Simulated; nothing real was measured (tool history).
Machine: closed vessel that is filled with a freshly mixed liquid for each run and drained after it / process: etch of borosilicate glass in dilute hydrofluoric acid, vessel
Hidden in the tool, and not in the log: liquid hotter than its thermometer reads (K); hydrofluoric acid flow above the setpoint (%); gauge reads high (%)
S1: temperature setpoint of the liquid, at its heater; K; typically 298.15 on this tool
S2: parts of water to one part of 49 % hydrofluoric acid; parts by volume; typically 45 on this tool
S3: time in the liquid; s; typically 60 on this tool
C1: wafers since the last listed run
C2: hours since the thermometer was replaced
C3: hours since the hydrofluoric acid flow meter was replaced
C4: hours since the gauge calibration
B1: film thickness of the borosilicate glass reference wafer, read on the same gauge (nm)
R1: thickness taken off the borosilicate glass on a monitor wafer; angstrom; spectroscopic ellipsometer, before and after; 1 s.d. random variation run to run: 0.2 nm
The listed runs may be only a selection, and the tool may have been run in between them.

run 1 hour=0.0 | S1=298.15 S2=45 S3=60 | C1=0 C2=836.4 C3=238.8 C4=243.3 | B1=120.20 | R1=476.8
run 2 hour=68.9 | S1=298.15 S2=45 S3=60 | C1=10006 C2=905.3 C3=307.7 C4=312.2 | B1=120.22 | R1=476.4
run 3 hour=131.9 | S1=298.15 S2=45 S3=60 | C1=9149 C2=968.3 C3=370.7 C4=375.2 | B1=120.26 | R1=479.5
run 4 hour=347.2 | S1=298.15 S2=45 S3=60 | C1=31267 C2=1183.6 C3=586.0 C4=590.5 | B1=120.45 | R1=479.6
run 5 hour=416.6 | S1=298.15 S2=45 S3=60 | C1=10078 C2=1253.0 C3=655.4 C4=659.9 | B1=120.50 | R1=476.3
run 6 hour=463.2 | S1=298.15 S2=45 S3=60 | C1=6767 C2=1299.6 C3=702.0 C4=706.5 | B1=120.53 | R1=477.9
run 7 hour=526.6 | S1=298.15 S2=45 S3=60 | C1=9207 C2=1363.0 C3=765.4 C4=769.9 | B1=120.68 | R1=478.6
-- hour=600.4 thermometer replaced
run 8 hour=626.4 | S1=298.15 S2=45 S3=60 | C1=14348 C2=26.0 C3=865.2 C4=869.7 | B1=120.86 | R1=475.5
run 9 hour=732.4 | S1=298.15 S2=45 S3=60 | C1=15394 C2=132.0 C3=971.2 C4=975.7 | B1=121.00 | R1=482.2
run 10 hour=822.9 | S1=298.15 S2=45 S3=60 | C1=13143 C2=222.5 C3=1061.7 C4=1066.2 | B1=121.15 | R1=481.2
run 11 hour=905.9 | S1=298.15 S2=45 S3=60 | C1=12053 C2=305.5 C3=1144.7 C4=1149.2 | B1=121.33 | R1=480.0
run 12 hour=1005.3 | S1=298.15 S2=45 S3=60 | C1=14435 C2=404.9 C3=1244.1 C4=1248.6 | B1=121.56 | R1=482.0
run 13 hour=1061.9 | S1=298.15 S2=45 S3=60 | C1=8219 C2=461.5 C3=1300.7 C4=1305.2 | B1=121.64 | R1=481.7
-- hour=1067.5 hydrofluoric acid flow meter replaced
run 14 hour=1099.8 | S1=299.65 S2=40 S3=40 | C1=5358 C2=499.4 C3=32.3 C4=1343.1 | B1=121.76 | R1=390.7
run 15 hour=1145.0 | S1=298.15 S2=45 S3=60 | C1=6564 C2=544.6 C3=77.5 C4=1388.3 | B1=121.85 | R1=484.6
run 16 hour=1201.0 | S1=294.15 S2=25 S3=85 | C1=8132 C2=600.6 C3=133.5 C4=1444.3 | B1=122.04 | R1=1065.1
run 17 hour=1296.4 | S1=298.15 S2=45 S3=60 | C1=13854 C2=696.0 C3=228.9 C4=1539.7 | B1=122.26 | R1=485.0
-- hour=1342.6 gauge calibrated
run 18 hour=1363.1 | S1=301.15 S2=30 S3=80 | C1=9686 C2=762.7 C3=295.6 C4=20.5 | B1=120.39 | R1=1098.1
run 19 hour=1442.9 | S1=296.65 S2=40 S3=85 | C1=11589 C2=842.5 C3=375.4 C4=100.3 | B1=120.38 | R1=715.4
run 20 hour=1483.5 | S1=294.65 S2=45 S3=35 | C1=5896 C2=883.1 C3=416.0 C4=140.9 | B1=120.42 | R1=242.0
run 21 hour=1563.7 | S1=298.15 S2=45 S3=35 | C1=11647 C2=963.3 C3=496.2 C4=221.1 | B1=120.41 | R1=277.2
run 22 hour=1635.6 | S1=293.65 S2=45 S3=60 | C1=10441 C2=1035.2 C3=568.1 C4=293.0 | B1=120.43 | R1=394.0
run 23 hour=1681.6 | S1=298.15 S2=45 S3=60 | C1=6680 C2=1081.2 C3=614.1 C4=339.0 | B1=120.49 | R1=474.4
run 24 hour=1727.7 | S1=298.15 S2=45 S3=60 | C1=6694 C2=1127.3 C3=660.2 C4=385.1 | B1=120.48 | R1=475.1
-- hour=1830.0 thermometer replaced
run 25 hour=1830.5 | S1=293.65 S2=30 S3=45 | C1=14784 C2=0.5 C3=763.0 C4=487.9 | B1=120.63 | R1=454.9
run 26 hour=1906.5 | S1=298.15 S2=50 S3=70 | C1=11037 C2=76.5 C3=839.0 C4=563.9 | B1=120.68 | R1=496.0

Below are 5 alternative next runs, each starting from the tool's condition after run 26. Predict each:
run A hour=1907.2 | S1=298.15 S2=45 S3=60 | C1=101 C2=77.2 C3=839.7 C4=564.6 | B1=? | R1=?
run B hour=1907.2 | S1=298.15 S2=30 S3=40 | C1=101 C2=77.2 C3=839.7 C4=564.6 | B1=? | R1=?
run C hour=1907.2 | S1=302.15 S2=35 S3=50 | C1=101 C2=77.2 C3=839.7 C4=564.6 | B1=? | R1=?
run D hour=1907.2 | S1=298.15 S2=65 S3=60 | C1=101 C2=77.2 C3=839.7 C4=564.6 | B1=? | R1=?
run E hour=1907.2 | S1=299.65 S2=55 S3=45 | C1=101 C2=77.2 C3=839.7 C4=564.6 | B1=? | R1=?

run=A B1=120.68 R1=480.6
run=B B1=120.68 R1=490.6
run=C B1=120.68 R1=614.4
run=D B1=120.68 R1=323.8
run=E B1=120.68 R1=309.1
What these runs would have given with no unlogged condition in the tool:
run=A R1=477.9
run=B R1=487.8
run=C R1=610.9
run=D R1=322.0
run=E R1=307.3
